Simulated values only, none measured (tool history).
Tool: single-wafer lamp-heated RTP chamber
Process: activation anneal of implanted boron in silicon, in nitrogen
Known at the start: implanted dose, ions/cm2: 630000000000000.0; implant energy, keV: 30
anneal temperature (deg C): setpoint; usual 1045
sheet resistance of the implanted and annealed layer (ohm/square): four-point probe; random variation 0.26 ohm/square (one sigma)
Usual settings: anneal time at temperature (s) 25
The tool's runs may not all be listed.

run,hour,anneal temperature (deg C),anneal time at temperature (s),"read-back reference wafer on the same gauge, sheet resistance",sheet resistance of the implanted and annealed layer (ohm/square)
1,0.0,1034,25,180.05,178.42
2,17.5,1034,25,180.16,178.71
3,35.3,1045,25,180.13,178.10
4,51.6,1045,25,180.22,177.82
# hour 93.0: pyrometer window cleaned and pyrometer calibrated
5,97.4,1045,25,180.20,178.26
6,114.3,1045,25,180.26,178.49
7,127.1,1045,25,180.32,178.05
8,134.5,1045,25,180.27,177.80
9,143.8,1045,25,180.32,178.28
10,152.8,1045,25,180.33,177.85
11,159.5,1045,18,180.34,179.13
12,174.2,1045,18,180.40,178.34
13,205.1,1045,18,180.34,178.44
14,213.0,1045,34,180.33,177.98
# hour 219.6: gauge calibrated
15,223.8,1045,25,177.66,175.42
16,239.6,1036,30,177.93,176.16
17,253.2,1045,25,178.08,175.76
18,265.9,1045,25,178.18,176.12
# hour 284.7: reflector plate cleaned
19,285.2,1024,20,178.42,178.63
20,287.9,1063,32,178.47,173.86
21,298.6,1045,25,178.56,176.78
22,313.6,1054,18,178.70,176.74
23,327.2,1066,10,178.80,177.44
24,343.0,1070,39,178.88,174.30
25,353.8,1028,35,178.99,177.52
26,370.1,1072,40,179.05,173.98
27,381.6,1072,12,179.16,177.16
28,397.6,1045,25,179.24,176.85
# hour 409.0: pyrometer window cleaned and pyrometer calibrated
29,409.5,1025,36,179.28,177.85
30,415.8,1045,25,179.28,176.85
31,428.9,1018,35,179.32,179.43
32,444.9,1016,14,179.51,181.31
33,457.7,1017,37,179.57,179.29
34,492.3,1017,25,179.72,180.32
35,498.4,1045,25,179.69,177.53
36,516.2,1065,16,179.65,177.39

Hidden state or all else? Some run-to-run changes of sheet resistance of the implanted and annealed layer (ohm/square), split into what the settings, what came in and random variation would give without the hidden state, and what is left for the hidden state (with any gauge scatter that isn't in both results):
The hidden state here: true wafer temperature minus pyrometer reading, K; wafer temperature error from the tarnished reflector plate, K; gauge reads high (%).
Run 14 -> 15: anneal time at temperature (s) 34 -> 25, gauge calibrated. sheet resistance of the implanted and annealed layer (ohm/square) -2.56: hidden state -2.64, all else +0.08.
Run 15 -> 16: anneal temperature (deg C) 1045 -> 1036, anneal time at temperature (s) 25 -> 30. sheet resistance of the implanted and annealed layer (ohm/square) +0.74: hidden state +0.20, all else +0.54.
Run 18 -> 19: anneal temperature (deg C) 1045 -> 1024, anneal time at temperature (s) 25 -> 20, reflector plate cleaned. sheet resistance of the implanted and annealed layer (ohm/square) +2.51: hidden state +0.21, all else +2.30.
Run 19 -> 20: anneal temperature (deg C) 1024 -> 1063, anneal time at temperature (s) 20 -> 32. sheet resistance of the implanted and annealed layer (ohm/square) -4.77: hidden state +0.01, all else -4.78.
Run 24 -> 25: anneal temperature (deg C) 1070 -> 1028, anneal time at temperature (s) 39 -> 35. sheet resistance of the implanted and annealed layer (ohm/square) +3.22: hidden state +0.10, all else +3.12.
Run 25 -> 26: anneal temperature (deg C) 1028 -> 1072, anneal time at temperature (s) 35 -> 40. sheet resistance of the implanted and annealed layer (ohm/square) -3.54: hidden state +0.08, all else -3.62.
